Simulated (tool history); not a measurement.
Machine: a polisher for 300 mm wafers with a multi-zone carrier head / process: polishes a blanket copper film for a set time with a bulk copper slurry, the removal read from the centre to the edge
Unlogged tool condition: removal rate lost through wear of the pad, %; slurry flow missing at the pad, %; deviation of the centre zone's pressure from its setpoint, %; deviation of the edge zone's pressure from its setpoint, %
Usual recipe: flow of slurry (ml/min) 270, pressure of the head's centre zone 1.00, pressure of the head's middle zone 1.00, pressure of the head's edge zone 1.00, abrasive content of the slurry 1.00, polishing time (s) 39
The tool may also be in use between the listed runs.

run    hour  flow of slurry (ml/min)  pressure of the head's centre zone  pressure of the head's middle zone  pressure of the head's edge zone  abrasive content of the slurry  polishing time (s)  wafers since the last listed run  wafers polished on this pad  hours since the slurry nozzle was cleaned  hours since the centre zone pressure was calibrated  hours since the edge zone pressure was calibrated  hours since the carrier head's membrane was replaced  incoming thickness of the incoming film, nm  film removed at the wafer's centre (nm)  film removed at mid-radius (nm)  film removed at the wafer's edge (nm)
  1     0.0                      270                                1.00                                1.00                              1.00                            1.10                  34                                 0                         4448                                      152.1                                                133.4                                              401.0                                                1347.0                                       2094.7                                    405.3                            422.2                                  417.2
       25.9  -- worn pad replaced by a new one, of another model than before
       70.0  -- edge zone pressure recalibrated
  2   167.1                      270                                1.00                                1.00                              1.00                            1.10                  34                              1713                         1480                                      319.2                                                300.5                                               97.1                                                1514.1                                       2114.7                                    408.9                            430.0                                  416.7
      178.8  -- carrier head's membrane replaced by a new one
  3   219.8                      270                                1.00                                1.00                              1.00                            1.00                  39                               507                         1988                                      371.9                                                353.2                                              149.8                                                  41.0                                       2150.2                                    465.6                            480.7                                  465.7
  4   281.7                      270                                1.00                                1.00                              1.00                            1.00                  39                               658                         2646                                      433.8                                                415.1                                              211.7                                                 102.9                                       2085.0                                    460.7                            462.3                                  459.1
      343.1  -- slurry nozzle cleaned
  5   351.1                      270                                1.00                                0.95                              1.11                            1.00                  39                               727                         3374                                        8.0                                                484.5                                              281.1                                                 172.3                                       2093.6                                    458.3                            448.4                                  473.4
  6   416.5                      270                                1.00                                1.00                              1.07                            1.20                  39                               695                         4070                                       73.4                                                549.9                                              346.5                                                 237.7                                       2110.0                                    478.2                            476.4                                  490.3
      429.3  -- worn pad replaced by a new one
  7   466.6                      270                                1.00                                1.11                              1.00                            1.00                  39                               490                          396                                      123.5                                                600.0                                              396.6                                                 287.8                                       2102.3                                    487.6                            527.0                                  492.5
      479.1  -- edge zone pressure recalibrated
  8   559.8                      270                                1.00                                1.04                              1.00                            1.30                  39                               970                         1367                                      216.7                                                693.2                                               80.7                                                 381.0                                       2106.2                                    502.8                            511.8                                  498.5
  9   602.1                      270                                1.00                                1.00                              1.00                            1.00                  39                               450                         1817                                      259.0                                                735.5                                              123.0                                                 423.3                                       2096.1                                    463.9                            477.1                                  475.2
 10   653.0                      355                                1.05                                1.00                              0.95                            1.00                  45                               541                         2358                                      309.9                                                786.4                                              173.9                                                 474.2                                       2120.0                                    576.3                            563.6                                  530.7
 11   710.3                      270                                1.00                                1.00                              1.10                            0.85                  31                               609                         2968                                      367.2                                                843.7                                              231.2                                                 531.5                                       2145.1                                    362.2                            360.3                                  374.9
      804.6  -- slurry nozzle cleaned
 12   806.6                      270                                0.89                                1.00                              1.00                            1.00                  28                              1013                         3982                                        2.0                                                940.0                                              327.5                                                 627.8                                       2130.3                                    300.2                            335.9                                  322.4
      813.4  -- centre zone pressure recalibrated
 13   898.5                      235                                1.00                                1.05                              0.89                            0.75                  39                               956                         4938                                       93.9                                                 85.1                                              419.4                                                 719.7                                       2086.7                                    428.5                            450.9                                  400.4
      907.2  -- edge zone pressure recalibrated
      940.9  -- worn pad replaced by a new one
 14   998.1                      185                                1.00                                1.00                              1.00                            0.85                  27                               995                          608                                      193.5                                                184.7                                               90.9                                                 819.3                                       2092.4                                    306.0                            313.5                                  309.2
 15  1074.8                      270                                1.00                                1.00                              1.00                            1.00                  39                               815                         1424                                      270.2                                                261.4                                              167.6                                                 896.0                                       2119.1                                    476.5                            485.7                                  478.2
 16  1127.1                      270                                1.00                                1.00                              0.93                            1.00                  39                               556                         1980                                      322.5                                                313.7                                              219.9                                                 948.3                                       2154.3                                    476.8                            468.8                                  442.0
 17  1192.3                      270                                1.00                                1.07                              1.00                            1.00                  45                               693                         2674                                      387.7                                                378.9                                              285.1                                                1013.5                                       2123.1                                    544.1                            565.4                                  525.7
     1202.5  -- slurry nozzle cleaned
 18  1299.5                      305                                1.00                                1.00                              1.00                            1.00                  39                              1129                         3803                                       97.0                                                486.1                                              392.3                                                1120.7                                       2123.6                                    480.7                            477.2                                  462.7
 19  1340.1                      270                                1.00                                1.12                              1.00                            1.00                  39                               431                         4235                                      137.6                                                526.7                                              432.9                                                1161.3                                       2121.1                                    453.5                            497.6                                  448.7
     1373.1  -- edge zone pressure recalibrated
 20  1376.5                      270                                1.00                                1.00                              1.00                            1.00                  39                               365                         4601                                      174.0                                                563.1                                                3.4                                                1197.7                                       2104.1                                    450.4                            460.4                                  452.1
     1404.1  -- worn pad replaced by a new one
 21  1418.8                      270                                1.00                                1.00                              1.00                            1.00                  39                               407                          156                                      216.3                                                605.4                                               45.7                                                1240.0                                       2094.9                                    499.4                            501.7                                  489.4

Predict each of these 4 candidate next runs independently; none follows another, all start after run 21:
  A  1419.2                      270                                1.00                                0.96                              1.00                            1.00                  39                                 4                          160                                      216.7                                                605.8                                               46.1                                                1240.4                                       2127.7                                        ?                                ?                                      ?
  B  1419.2                      270                                0.90                                1.00                              0.97                            1.00                  48                                 4                          160                                      216.7                                                605.8                                               46.1                                                1240.4                                       2127.7                                        ?                                ?                                      ?
  C  1419.2                      245                                1.11                                1.00                              1.06                            0.80                  39                                 4                          160                                      216.7                                                605.8                                               46.1                                                1240.4                                       2127.7                                        ?                                ?                                      ?
  D  1419.2                      270                                1.00                                1.00                              0.93                            1.00                  51                                 4                          160                                      216.7                                                605.8                                               46.1                                                1240.4                                       2127.7                                        ?                                ?                                      ?

run  film removed at the wafer's centre (nm)  film removed at mid-radius (nm)  film removed at the wafer's edge (nm)
  A                                    506.3                            488.3                                  497.5
  B                                    560.5                            616.6                                  603.2
  C                                    531.8                            473.5                                  485.5
  D                                    662.2                            654.8                                  628.3
With no hidden state in the tool, these same runs would have given:
run  film removed at the wafer's centre (nm)  film removed at mid-radius (nm)  film removed at the wafer's edge (nm)
  A                                    510.0                            491.9                                  501.2
  B                                    564.6                            621.1                                  607.6
  C                                    535.7                            477.0                                  489.1
  D                                    667.1                            659.6                                  632.9

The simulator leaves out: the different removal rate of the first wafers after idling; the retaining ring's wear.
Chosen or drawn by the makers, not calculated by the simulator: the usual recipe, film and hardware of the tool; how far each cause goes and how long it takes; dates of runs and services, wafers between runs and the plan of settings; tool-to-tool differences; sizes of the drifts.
